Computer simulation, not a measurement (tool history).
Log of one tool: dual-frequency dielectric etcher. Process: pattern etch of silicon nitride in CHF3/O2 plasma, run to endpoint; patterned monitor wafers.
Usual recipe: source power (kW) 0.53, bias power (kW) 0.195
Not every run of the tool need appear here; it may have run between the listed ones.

| run | hour | source power (kW) | bias power (kW) | wafers since the last listed run | hours since the last wet clean | hours since the last source power generator calibration | hours since the last bias power generator calibration | hours since the last upper electrode change | incoming incoming film thickness, nm | endpoint time (s) |
|---|---|---|---|---|---|---|---|---|---|---|
| 1 | 0 | 0.47 | 0.171 | 0 | 133.1 | 1418 | 3185.3 | 1758.4 | 68.7 | 49.7 |
| 2 | 27.2 | 0.47 | 0.171 | 294 | 160.3 | 1445.2 | 3212.5 | 1785.6 | 68.9 | 49.1 |
| 3 | 57.6 | 0.47 | 0.171 | 329 | 190.7 | 1475.6 | 3242.9 | 1816 | 68.6 | 48.5 |
| 4 | 84.5 | 0.6 | 0.215 | 291 | 217.6 | 1502.5 | 3269.8 | 1842.9 | 68.1 | 41.9 |
| 5 | 107.8 | 0.6 | 0.215 | 252 | 240.9 | 1525.8 | 3293.1 | 1866.2 | 68 | 42.5 |
| 6 | 128.6 | 0.47 | 0.195 | 225 | 261.7 | 1546.6 | 3313.9 | 1887 | 68.2 | 46.8 |
| 7 | 160.2 | 0.53 | 0.195 | 342 | 293.3 | 1578.2 | 3345.5 | 1918.6 | 68.5 | 44.3 |
| 8 | 175.8 | 0.53 | 0.195 | 168 | 308.9 | 1593.8 | 3361.1 | 1934.2 | 68 | 44.2 |
| 9 | 202.3 | 0.59 | 0.195 | 286 | 335.4 | 1620.3 | 3387.6 | 1960.7 | 68.4 | 43.1 |
| 10 | 222.3 | 0.53 | 0.195 | 216 | 355.4 | 1640.3 | 3407.6 | 1980.7 | 68.7 | 45 |
| 11 | 251.9 | 0.53 | 0.195 | 320 | 385 | 1669.9 | 3437.2 | 2010.3 | 68.5 | 44.7 |
| 12 | 277.1 | 0.53 | 0.195 | 272 | 410.2 | 1695.1 | 3462.4 | 2035.5 | 68.4 | 44.2 |
| 13 | 307.6 | 0.53 | 0.228 | 330 | 440.7 | 1725.6 | 3492.9 | 2066 | 68.6 | 42.9 |
|  | 343 | wet clean of the chamber |
| 14 | 343.5 | 0.53 | 0.228 | 128 | 0.5 | 1761.5 | 3528.8 | 2101.9 | 68.4 | 45.7 |
| 15 | 371.5 | 0.53 | 0.228 | 303 | 28.5 | 1789.5 | 3556.8 | 2129.9 | 68.8 | 45.5 |
|  | 388.8 | bias power generator calibrated |
| 16 | 389.3 | 0.65 | 0.218 | 149 | 46.3 | 1807.3 | 0.5 | 2147.7 | 68.5 | 42.4 |
| 17 | 400.7 | 0.44 | 0.208 | 123 | 57.7 | 1818.7 | 11.9 | 2159.1 | 68 | 49.7 |
| 18 | 418.5 | 0.58 | 0.181 | 192 | 75.5 | 1836.5 | 29.7 | 2176.9 | 69.1 | 46.3 |
| 19 | 453.1 | 0.42 | 0.179 | 374 | 110.1 | 1871.1 | 64.3 | 2211.5 | 69.3 | 52.3 |
| 20 | 481.8 | 0.53 | 0.195 | 310 | 138.8 | 1899.8 | 93 | 2240.2 | 68.1 | 46.1 |
| 21 | 499.9 | 0.53 | 0.215 | 195 | 156.9 | 1917.9 | 111.1 | 2258.3 | 68.4 | 45.2 |
| 22 | 519.7 | 0.49 | 0.195 | 214 | 176.7 | 1937.7 | 130.9 | 2278.1 | 67.7 | 46.1 |
|  | 544.7 | upper electrode replaced |
| 23 | 545.2 | 0.59 | 0.168 | 16 | 202.2 | 1963.2 | 156.4 | 0.5 | 68 | 44.7 |
| 24 | 552.8 | 0.66 | 0.161 | 82 | 209.8 | 1970.8 | 164 | 8.1 | 68.5 | 43.8 |
| 25 | 565.6 | 0.41 | 0.241 | 138 | 222.6 | 1983.6 | 176.8 | 20.9 | 68.8 | 49.3 |
| 26 | 580.6 | 0.44 | 0.213 | 162 | 237.6 | 1998.6 | 191.8 | 35.9 | 68.7 | 48.5 |
|  | 597.5 | source power generator calibrated |
| 27 | 609 | 0.58 | 0.181 | 264 | 266 | 11.5 | 220.2 | 64.3 | 68.8 | 44.4 |
| 28 | 630.2 | 0.53 | 0.218 | 229 | 287.2 | 32.7 | 241.4 | 85.5 | 69.1 | 45.3 |
| 29 | 650.7 | 0.61 | 0.168 | 221 | 307.7 | 53.2 | 261.9 | 106 | 69.2 | 44.8 |
| 30 | 682.4 | 0.48 | 0.211 | 343 | 339.4 | 84.9 | 293.6 | 137.7 | 68.1 | 46.3 |
| 31 | 714.7 | 0.53 | 0.195 | 349 | 371.7 | 117.2 | 325.9 | 170 | 68.8 | 45.4 |
| 32 | 734.4 | 0.53 | 0.195 | 213 | 391.4 | 136.9 | 345.6 | 189.7 | 68.7 | 44.8 |
| 33 | 765.1 | 0.53 | 0.195 | 332 | 422.1 | 167.6 | 376.3 | 220.4 | 68.3 | 45.4 |
| 34 | 786.6 | 0.64 | 0.195 | 232 | 443.6 | 189.1 | 397.8 | 241.9 | 68.7 | 41.9 |
| 35 | 811.2 | 0.53 | 0.179 | 266 | 468.2 | 213.7 | 422.4 | 266.5 | 67.6 | 45.6 |
| 36 | 843.2 | 0.53 | 0.236 | 346 | 500.2 | 245.7 | 454.4 | 298.5 | 68.5 | 43.9 |

Each row is a separate what-if for the run after 36, all from the same tool condition, not one after another. Results?
| A | 843.6 | 0.53 | 0.195 | 4 | 500.6 | 246.1 | 454.8 | 298.9 | 67.9 | ? |
| B | 843.6 | 0.46 | 0.172 | 4 | 500.6 | 246.1 | 454.8 | 298.9 | 67.9 | ? |
| C | 843.6 | 0.47 | 0.179 | 4 | 500.6 | 246.1 | 454.8 | 298.9 | 67.9 | ? |

| run | endpoint time (s) |
|---|---|
| A | 44.5 |
| B | 48.1 |
| C | 47.3 |
The same runs, with their run-to-run variation unchanged, on a tool lacking any hidden condition would have given:
| run | endpoint time (s) |
|---|---|
| A | 46.5 |
| B | 50.3 |
| C | 49.5 |
